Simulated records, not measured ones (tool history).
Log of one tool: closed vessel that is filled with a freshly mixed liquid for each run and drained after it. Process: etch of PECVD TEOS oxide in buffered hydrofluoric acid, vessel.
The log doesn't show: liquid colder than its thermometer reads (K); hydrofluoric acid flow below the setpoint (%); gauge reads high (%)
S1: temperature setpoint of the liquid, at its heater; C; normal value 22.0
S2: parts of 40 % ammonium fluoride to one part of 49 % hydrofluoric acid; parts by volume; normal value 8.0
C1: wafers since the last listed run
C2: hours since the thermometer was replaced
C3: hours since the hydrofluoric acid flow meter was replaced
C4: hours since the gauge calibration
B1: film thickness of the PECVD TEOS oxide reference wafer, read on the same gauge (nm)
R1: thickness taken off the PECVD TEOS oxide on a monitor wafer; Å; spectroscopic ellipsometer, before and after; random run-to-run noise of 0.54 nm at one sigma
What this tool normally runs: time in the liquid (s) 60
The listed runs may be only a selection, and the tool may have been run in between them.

run 1 hour=0.0 | S1=18.5 S2=8.0 time_in_the_liquid_(s)=60 | C1=0 C2=898.0 C3=954.5 C4=2728.3 | B1=30.02 | R1=674.5
run 2 hour=54.9 | S1=18.5 S2=8.0 time_in_the_liquid_(s)=60 | C1=6523 C2=952.9 C3=1009.4 C4=2783.2 | B1=30.01 | R1=668.1
run 3 hour=123.9 | S1=22.0 S2=8.0 time_in_the_liquid_(s)=60 | C1=8198 C2=1021.9 C3=1078.4 C4=2852.2 | B1=30.00 | R1=813.7
run 4 hour=179.6 | S1=22.0 S2=8.0 time_in_the_liquid_(s)=60 | C1=6618 C2=1077.6 C3=1134.1 C4=2907.9 | B1=29.99 | R1=816.6
-- hour=203.8 gauge calibrated
run 5 hour=246.8 | S1=22.0 S2=8.0 time_in_the_liquid_(s)=60 | C1=7984 C2=1144.8 C3=1201.3 C4=43.0 | B1=29.99 | R1=807.5
run 6 hour=288.9 | S1=22.0 S2=8.0 time_in_the_liquid_(s)=60 | C1=5002 C2=1186.9 C3=1243.4 C4=85.1 | B1=29.98 | R1=812.5
run 7 hour=325.2 | S1=22.0 S2=8.0 time_in_the_liquid_(s)=30 | C1=4313 C2=1223.2 C3=1279.7 C4=121.4 | B1=30.00 | R1=404.3
-- hour=466.3 hydrofluoric acid flow meter replaced
run 8 hour=493.4 | S1=22.0 S2=8.0 time_in_the_liquid_(s)=30 | C1=19866 C2=1391.4 C3=27.1 C4=289.6 | B1=30.01 | R1=424.9
run 9 hour=523.3 | S1=22.0 S2=8.0 time_in_the_liquid_(s)=30 | C1=3552 C2=1421.3 C3=57.0 C4=319.5 | B1=29.97 | R1=429.6
run 10 hour=572.6 | S1=22.0 S2=8.0 time_in_the_liquid_(s)=60 | C1=5857 C2=1470.6 C3=106.3 C4=368.8 | B1=29.99 | R1=846.7
run 11 hour=609.7 | S1=18.5 S2=8.0 time_in_the_liquid_(s)=85 | C1=4408 C2=1507.7 C3=143.4 C4=405.9 | B1=30.01 | R1=997.4
run 12 hour=651.7 | S1=22.0 S2=8.0 time_in_the_liquid_(s)=95 | C1=4990 C2=1549.7 C3=185.4 C4=447.9 | B1=30.02 | R1=1331.5
run 13 hour=698.4 | S1=22.0 S2=8.0 time_in_the_liquid_(s)=75 | C1=5548 C2=1596.4 C3=232.1 C4=494.6 | B1=30.02 | R1=1055.1
run 14 hour=746.1 | S1=22.0 S2=8.0 time_in_the_liquid_(s)=60 | C1=5667 C2=1644.1 C3=279.8 C4=542.3 | B1=29.99 | R1=844.2
run 15 hour=784.7 | S1=22.0 S2=8.0 time_in_the_liquid_(s)=60 | C1=4586 C2=1682.7 C3=318.4 C4=580.9 | B1=30.00 | R1=839.9
run 16 hour=827.9 | S1=20.0 S2=10.5 time_in_the_liquid_(s)=70 | C1=5132 C2=1725.9 C3=361.6 C4=624.1 | B1=30.01 | R1=689.2
run 17 hour=896.5 | S1=22.0 S2=8.0 time_in_the_liquid_(s)=60 | C1=8150 C2=1794.5 C3=430.2 C4=692.7 | B1=29.99 | R1=840.5
run 18 hour=958.1 | S1=22.0 S2=8.0 time_in_the_liquid_(s)=60 | C1=7319 C2=1856.1 C3=491.8 C4=754.3 | B1=29.99 | R1=835.9
run 19 hour=1117.8 | S1=20.5 S2=6.5 time_in_the_liquid_(s)=85 | C1=18974 C2=2015.8 C3=651.5 C4=914.0 | B1=29.98 | R1=1351.3
run 20 hour=1173.1 | S1=22.0 S2=8.0 time_in_the_liquid_(s)=80 | C1=6570 C2=2071.1 C3=706.8 C4=969.3 | B1=29.99 | R1=1101.4
-- hour=1216.6 thermometer replaced
run 21 hour=1222.3 | S1=22.0 S2=8.0 time_in_the_liquid_(s)=85 | C1=5726 C2=5.7 C3=756.0 C4=1018.5 | B1=30.00 | R1=1169.7
run 22 hour=1246.9 | S1=22.0 S2=8.0 time_in_the_liquid_(s)=60 | C1=2922 C2=30.3 C3=780.6 C4=1043.1 | B1=30.02 | R1=814.8
run 23 hour=1304.5 | S1=24.0 S2=9.5 time_in_the_liquid_(s)=80 | C1=6843 C2=87.9 C3=838.2 C4=1100.7 | B1=29.99 | R1=1064.0
run 24 hour=1350.8 | S1=22.0 S2=10.0 time_in_the_liquid_(s)=60 | C1=5501 C2=134.2 C3=884.5 C4=1147.0 | B1=29.99 | R1=681.9
run 25 hour=1414.5 | S1=18.5 S2=10.5 time_in_the_liquid_(s)=30 | C1=7568 C2=197.9 C3=948.2 C4=1210.7 | B1=30.02 | R1=267.1
run 26 hour=1441.3 | S1=22.0 S2=10.5 time_in_the_liquid_(s)=60 | C1=3184 C2=224.7 C3=975.0 C4=1237.5 | B1=30.02 | R1=645.7
run 27 hour=1467.3 | S1=25.5 S2=10.0 time_in_the_liquid_(s)=40 | C1=3089 C2=250.7 C3=1001.0 C4=1263.5 | B1=30.02 | R1=543.8
run 28 hour=1495.6 | S1=24.0 S2=6.5 time_in_the_liquid_(s)=60 | C1=3362 C2=279.0 C3=1029.3 C4=1291.8 | B1=30.01 | R1=1137.7
run 29 hour=1552.3 | S1=22.0 S2=8.0 time_in_the_liquid_(s)=70 | C1=6736 C2=335.7 C3=1086.0 C4=1348.5 | B1=30.01 | R1=942.2
run 30 hour=1592.8 | S1=24.5 S2=11.0 time_in_the_liquid_(s)=70 | C1=4812 C2=376.2 C3=1126.5 C4=1389.0 | B1=30.02 | R1=819.7
run 31 hour=1664.1 | S1=19.5 S2=9.0 time_in_the_liquid_(s)=60 | C1=8471 C2=447.5 C3=1197.8 C4=1460.3 | B1=29.99 | R1=636.0
run 32 hour=1693.9 | S1=22.0 S2=7.0 time_in_the_liquid_(s)=60 | C1=3540 C2=477.3 C3=1227.6 C4=1490.1 | B1=30.00 | R1=928.0
run 33 hour=1733.3 | S1=18.5 S2=7.0 time_in_the_liquid_(s)=70 | C1=4681 C2=516.7 C3=1267.0 C4=1529.5 | B1=30.01 | R1=896.6
run 34 hour=1783.1 | S1=18.0 S2=8.0 time_in_the_liquid_(s)=50 | C1=5917 C2=566.5 C3=1316.8 C4=1579.3 | B1=30.01 | R1=531.1

Results per run with the tool's hidden condition removed, run-to-run variation unchanged:
run=1 R1=707.0
run=2 R1=702.2
run=3 R1=858.0
run=4 R1=863.4
run=5 R1=856.5
run=6 R1=863.6
run=7 R1=430.5
run=8 R1=426.8
run=9 R1=432.0
run=10 R1=853.5
run=11 R1=1007.1
run=12 R1=1347.2
run=13 R1=1069.8
run=14 R1=857.9
run=15 R1=855.0
run=16 R1=701.6
run=17 R1=860.2
run=18 R1=858.0
run=19 R1=1388.2
run=20 R1=1142.0
run=21 R1=1215.7
run=22 R1=847.9
run=23 R1=1090.6
run=24 R1=709.8
run=25 R1=278.8
run=26 R1=674.9
run=27 R1=568.9
run=28 R1=1185.9
run=29 R1=994.9
run=30 R1=862.5
run=31 R1=658.5
run=32 R1=986.5
run=33 R1=955.0
run=34 R1=567.2
